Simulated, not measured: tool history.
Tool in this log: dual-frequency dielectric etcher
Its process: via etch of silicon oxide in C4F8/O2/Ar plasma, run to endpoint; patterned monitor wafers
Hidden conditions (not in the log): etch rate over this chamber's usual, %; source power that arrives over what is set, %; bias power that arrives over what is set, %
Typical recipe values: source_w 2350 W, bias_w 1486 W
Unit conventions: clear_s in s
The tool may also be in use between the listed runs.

run   hour  source_w  bias_w  wafers since the last listed run  hours since the last wet clean  hours since the last source power generator calibration  hours since the last bias power generator calibration  hours since the last upper electrode change  incoming incoming film thickness, nm  clear_s
  1    0.0      2350    1306                                 0                           408.1                                                   3855.9                                                 1473.5                                       4862.4                                1534.0    338.4
  2   11.4      2350    1306                                62                           419.5                                                   3867.3                                                 1484.9                                       4873.8                                1539.7    340.4
  3   27.5      2350    1486                                87                           435.6                                                   3883.4                                                 1501.0                                       4889.9                                1538.9    329.0
  4   44.1      1990    1486                                90                           452.2                                                   3900.0                                                 1517.6                                       4906.5                                1549.1    361.2
  5   57.0      1990    1486                                70                           465.1                                                   3912.9                                                 1530.5                                       4919.4                                1548.1    359.4
  6   70.0      2350    1486                                71                           478.1                                                   3925.9                                                 1543.5                                       4932.4                                1546.9    333.7
     101.5  -- wet clean of the chamber
  7  102.0      2350    1486                                43                             0.5                                                   3957.9                                                 1575.5                                       4964.4                                1546.2    318.2
  8  102.4      2350    1486                                 2                             0.9                                                   3958.3                                                 1575.9                                       4964.8                                1566.9    323.4
  9  107.0      2350    1486                                25                             5.5                                                   3962.9                                                 1580.5                                       4969.4                                1540.1    318.6
 10  118.0      2350    1486                                60                            16.5                                                   3973.9                                                 1591.5                                       4980.4                                1528.8    317.2
 11  128.3      2350    1486                                56                            26.8                                                   3984.2                                                 1601.8                                       4990.7                                1544.5    318.2
 12  138.7      2350    1486                                56                            37.2                                                   3994.6                                                 1612.2                                       5001.1                                1538.8    317.9
 13  150.9      2540    1706                                66                            49.4                                                   4006.8                                                 1624.4                                       5013.3                                1548.0    299.9
 14  160.7      2350    1486                                53                            59.2                                                   4016.6                                                 1634.2                                       5023.1                                1543.3    322.0
 15  178.0      2560    1170                                94                            76.5                                                   4033.9                                                 1651.5                                       5040.4                                1544.6    324.8
 16  184.3      2350    1486                                34                            82.8                                                   4040.2                                                 1657.8                                       5046.7                                1546.0    321.7
     214.5  -- upper electrode replaced
     216.4  -- bias power generator calibrated
 17  216.9      2350    1486                                36                           115.4                                                   4072.8                                                    0.5                                          2.4                                1544.3    323.6
 18  217.9      2870    1120                                 5                           116.4                                                   4073.8                                                    1.5                                          3.4                                1564.8    316.8
 19  228.3      2020    1265                                56                           126.8                                                   4084.2                                                   11.9                                         13.8                                1542.5    363.6
 20  234.7      2690    1800                                34                           133.2                                                   4090.6                                                   18.3                                         20.2                                1545.5    288.7
     241.0  -- source power generator calibrated
 21  248.1      2350    1486                                51                           146.6                                                      7.1                                                   31.7                                         33.6                                1543.7    324.4
 22  258.6      2350    1641                                57                           157.1                                                     17.6                                                   42.2                                         44.1                                1537.8    314.2
 23  266.3      2500    1486                                42                           164.8                                                     25.3                                                   49.9                                         51.8                                1551.9    315.0
 24  279.6      2180    1596                                72                           178.1                                                     38.6                                                   63.2                                         65.1                                1546.8    332.0
 25  290.4      2350    1146                                58                           188.9                                                     49.4                                                   74.0                                         75.9                                1547.0    350.5
 26  297.7      2740    1258                                39                           196.2                                                     56.7                                                   81.3                                         83.2                                1539.5    314.2
 27  311.5      2350    1486                                75                           210.0                                                     70.5                                                   95.1                                         97.0                                1543.1    326.1
 28  317.6      2900    1486                                33                           216.1                                                     76.6                                                  101.2                                        103.1                                1547.7    296.8

Below are 5 alternative next runs, each starting from the tool's condition after run 28. Predict each:
  A  318.1      2350    1486                                 2                           216.6                                                     77.1                                                  101.7                                        103.6                                1550.1        ?
  B  318.1      2810    1486                                 2                           216.6                                                     77.1                                                  101.7                                        103.6                                1550.1        ?
  C  318.1      1850    1642                                 2                           216.6                                                     77.1                                                  101.7                                        103.6                                1550.1        ?
  D  318.1      1860    1219                                 2                           216.6                                                     77.1                                                  101.7                                        103.6                                1550.1        ?
  E  318.1      1800    1744                                 2                           216.6                                                     77.1                                                  101.7                                        103.6                                1550.1        ?

run  clear_s
  A    324.2
  B    298.7
  C    353.2
  D    380.6
  E    352.0
What these runs would have given with no unlogged condition in the tool:
run  clear_s
  A    314.9
  B    290.1
  C    343.0
  D    369.7
  E    341.9

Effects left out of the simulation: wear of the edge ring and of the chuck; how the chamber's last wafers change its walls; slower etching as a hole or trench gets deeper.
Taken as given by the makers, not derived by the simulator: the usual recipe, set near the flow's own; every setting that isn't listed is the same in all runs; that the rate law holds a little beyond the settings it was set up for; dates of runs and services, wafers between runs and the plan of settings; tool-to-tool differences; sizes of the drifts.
